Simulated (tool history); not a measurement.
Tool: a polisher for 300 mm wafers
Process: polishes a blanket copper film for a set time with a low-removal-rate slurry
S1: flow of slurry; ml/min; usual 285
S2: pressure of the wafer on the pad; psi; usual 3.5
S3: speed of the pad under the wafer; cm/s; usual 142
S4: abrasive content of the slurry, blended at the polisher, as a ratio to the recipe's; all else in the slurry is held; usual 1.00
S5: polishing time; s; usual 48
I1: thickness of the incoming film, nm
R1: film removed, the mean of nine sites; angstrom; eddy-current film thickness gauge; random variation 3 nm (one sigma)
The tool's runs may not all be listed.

{"run": 1, "hour": 0.0, "S1": 285, "S2": 4.1, "S3": 142, "S4": 1.0, "S5": 39, "I1": 1348.6, "R1": 2698}
{"run": 2, "hour": 17.3, "S1": 285, "S2": 3.5, "S3": 142, "S4": 1.0, "S5": 48, "I1": 1325.7, "R1": 2704}
{"hour": 40.1, "done": "worn pad replaced by a new one"}
{"run": 3, "hour": 49.7, "S1": 285, "S2": 3.5, "S3": 142, "S4": 1.0, "S5": 48, "I1": 1327.3, "R1": 2957}
{"run": 4, "hour": 66.1, "S1": 285, "S2": 3.5, "S3": 142, "S4": 1.0, "S5": 48, "I1": 1365.3, "R1": 2913}
{"run": 5, "hour": 105.3, "S1": 285, "S2": 3.5, "S3": 142, "S4": 1.0, "S5": 59, "I1": 1332.0, "R1": 3442}
{"run": 6, "hour": 118.6, "S1": 285, "S2": 3.5, "S3": 142, "S4": 1.0, "S5": 59, "I1": 1328.4, "R1": 3417}
{"run": 7, "hour": 138.3, "S1": 285, "S2": 3.5, "S3": 142, "S4": 1.0, "S5": 39, "I1": 1354.2, "R1": 2223}
{"run": 8, "hour": 169.7, "S1": 285, "S2": 3.5, "S3": 142, "S4": 1.0, "S5": 39, "I1": 1316.5, "R1": 2202}
{"hour": 179.4, "done": "worn pad replaced by a new one"}
{"run": 9, "hour": 191.5, "S1": 285, "S2": 3.5, "S3": 142, "S4": 1.0, "S5": 39, "I1": 1322.9, "R1": 2347}
{"hour": 196.5, "done": "slurry blender recalibrated"}
{"run": 10, "hour": 221.4, "S1": 285, "S2": 3.5, "S3": 142, "S4": 1.0, "S5": 48, "I1": 1323.1, "R1": 2880}
{"run": 11, "hour": 240.1, "S1": 285, "S2": 3.5, "S3": 142, "S4": 1.0, "S5": 48, "I1": 1332.9, "R1": 2800}
{"run": 12, "hour": 254.1, "S1": 285, "S2": 4.6, "S3": 142, "S4": 1.0, "S5": 48, "I1": 1342.4, "R1": 3619}
{"hour": 320.6, "done": "worn pad replaced by a new one"}
{"run": 13, "hour": 358.2, "S1": 375, "S2": 3.5, "S3": 142, "S4": 1.0, "S5": 48, "I1": 1319.5, "R1": 2937}
{"hour": 381.3, "done": "head pressure recalibrated"}
{"run": 14, "hour": 389.6, "S1": 285, "S2": 3.5, "S3": 142, "S4": 1.0, "S5": 48, "I1": 1353.3, "R1": 2782}
{"run": 15, "hour": 418.7, "S1": 285, "S2": 3.5, "S3": 142, "S4": 1.0, "S5": 48, "I1": 1326.9, "R1": 2753}
{"run": 16, "hour": 435.7, "S1": 215, "S2": 4.4, "S3": 142, "S4": 1.25, "S5": 43, "I1": 1328.5, "R1": 3156}
{"hour": 449.5, "done": "worn pad replaced by a new one"}
{"hour": 474.6, "done": "slurry nozzle cleaned"}
{"run": 17, "hour": 528.1, "S1": 285, "S2": 3.5, "S3": 142, "S4": 1.0, "S5": 48, "I1": 1364.9, "R1": 2802}
{"run": 18, "hour": 540.8, "S1": 285, "S2": 3.5, "S3": 142, "S4": 1.0, "S5": 48, "I1": 1357.5, "R1": 2818}
{"hour": 564.2, "done": "worn pad replaced by a new one"}
{"run": 19, "hour": 567.7, "S1": 285, "S2": 3.5, "S3": 142, "S4": 1.0, "S5": 42, "I1": 1352.9, "R1": 2576}
{"run": 20, "hour": 589.6, "S1": 225, "S2": 4.6, "S3": 176, "S4": 1.0, "S5": 36, "I1": 1343.2, "R1": 3419}
{"hour": 611.2, "done": "slurry blender recalibrated"}
{"run": 21, "hour": 613.1, "S1": 285, "S2": 3.5, "S3": 172, "S4": 0.85, "S5": 56, "I1": 1350.0, "R1": 3802}
{"run": 22, "hour": 627.7, "S1": 345, "S2": 4.6, "S3": 162, "S4": 1.0, "S5": 48, "I1": 1311.6, "R1": 4301}
{"run": 23, "hour": 642.7, "S1": 240, "S2": 4.4, "S3": 142, "S4": 0.9, "S5": 35, "I1": 1337.5, "R1": 2439}

The same runs without the tool's hidden state, with the same run-to-run variation:
The hidden state here: removal rate lost through wear of the pad, %; slurry flow missing at the pad, %; deviation of the head's pressure from its setpoint, %; abrasive missing from the slurry, %.
run=1 R1=2912
run=2 R1=2961
run=3 R1=3003
run=4 R1=2997
run=5 R1=3653
run=6 R1=3665
run=7 R1=2423
run=8 R1=2465
run=9 R1=2401
run=10 R1=3016
run=11 R1=2977
run=12 R1=3891
run=13 R1=3031
run=14 R1=2943
run=15 R1=2982
run=16 R1=3467
run=17 R1=2986
run=18 R1=3034
run=19 R1=2622
run=20 R1=3540
run=21 R1=4011
run=22 R1=4591
run=23 R1=2636

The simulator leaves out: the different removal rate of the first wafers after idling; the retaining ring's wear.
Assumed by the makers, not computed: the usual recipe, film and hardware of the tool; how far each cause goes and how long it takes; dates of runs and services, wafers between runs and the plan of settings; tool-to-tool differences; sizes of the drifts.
